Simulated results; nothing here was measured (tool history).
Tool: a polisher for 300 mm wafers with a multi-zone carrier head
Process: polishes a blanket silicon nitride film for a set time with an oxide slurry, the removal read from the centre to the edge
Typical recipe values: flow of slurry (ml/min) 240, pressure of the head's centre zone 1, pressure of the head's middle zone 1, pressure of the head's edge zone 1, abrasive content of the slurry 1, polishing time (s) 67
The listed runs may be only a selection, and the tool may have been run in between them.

run	hour	flow of slurry (ml/min)	pressure of the head's centre zone	pressure of the head's middle zone	pressure of the head's edge zone	abrasive content of the slurry	polishing time (s)	incoming thickness of the incoming film, nm	film removed at the wafer's centre (Å)	film removed at mid-radius (Å)	film removed at the wafer's edge (Å)
1	0	240	1	1	1	1	67	296.2	463	420	432
# hour 8.6: slurry nozzle cleaned
2	30.4	240	1	1	1	1	67	291.3	490	447	441
# hour 52.4: worn pad replaced by a new one
3	66.3	240	1	1	1	1	67	294.2	506	447	441
4	88.6	240	1	1	1	1	67	289.6	502	446	431
5	123.2	240	1	1	1	1	67	295.1	485	445	431
6	144.4	240	0.96	1	1.06	1	67	292.7	476	444	446
7	173.3	310	1	1	1	1	67	294.3	502	453	437
8	194.3	165	1	1.07	1	1	67	291.8	448	434	407
# hour 203.4: centre zone pressure recalibrated
9	206.8	240	1	1	1	1	88	294.6	583	564	556
10	231.5	240	1	1	1	1	67	289.8	436	427	416
# hour 236.5: worn pad replaced by a new one
11	253.6	240	1	1	1	1	67	295.2	430	419	424
# hour 258.2: slurry nozzle cleaned
12	279.9	240	1	1.1	1	1	67	291.2	464	480	441
13	300.1	240	1	1	1	1	67	291.2	454	451	444
14	315	190	1	1	1.05	1	67	285.2	450	429	440
# hour 351.2: carrier head's membrane replaced by a new one
15	351.7	240	1	1	1	1	67	294.3	455	441	441
16	382.4	240	1	1.06	1.04	1	61	289.6	420	419	404
# hour 391: worn pad replaced by a new one
17	411.5	240	1	1	1	1	67	289.8	451	439	436
18	437.7	240	1	1	0.9	1	67	296.1	456	438	412
19	461.3	240	1	1	1.07	1	67	288.2	455	433	445
20	489.3	240	1	1	0.91	1	83	287.6	550	528	502
21	509.2	240	1	1	1	1	58	296	385	364	361
# hour 536.8: worn pad replaced by a new one
22	542.5	240	1	1	1	1	60	290.2	383	365	364

Forecast each of these 4 alternatives for the next run:
A	542.9	240	1	1	0.93	1	67	290.6	?	?	?
B	542.9	240	1	1.09	0.9	1	67	290.6	?	?	?
C	542.9	240	0.91	1	1	1	67	290.6	?	?	?
D	542.9	240	1.12	1.07	1.06	1	81	290.6	?	?	?

run	film removed at the wafer's centre (Å)	film removed at mid-radius (Å)	film removed at the wafer's edge (Å)
A	430	407	399
B	431	438	393
C	397	407	413
D	575	521	514
Without the tool's unlogged condition, the same runs would have read:
run	film removed at the wafer's centre (Å)	film removed at mid-radius (Å)	film removed at the wafer's edge (Å)
A	449	446	427
B	449	479	420
C	413	446	442
D	600	570	549
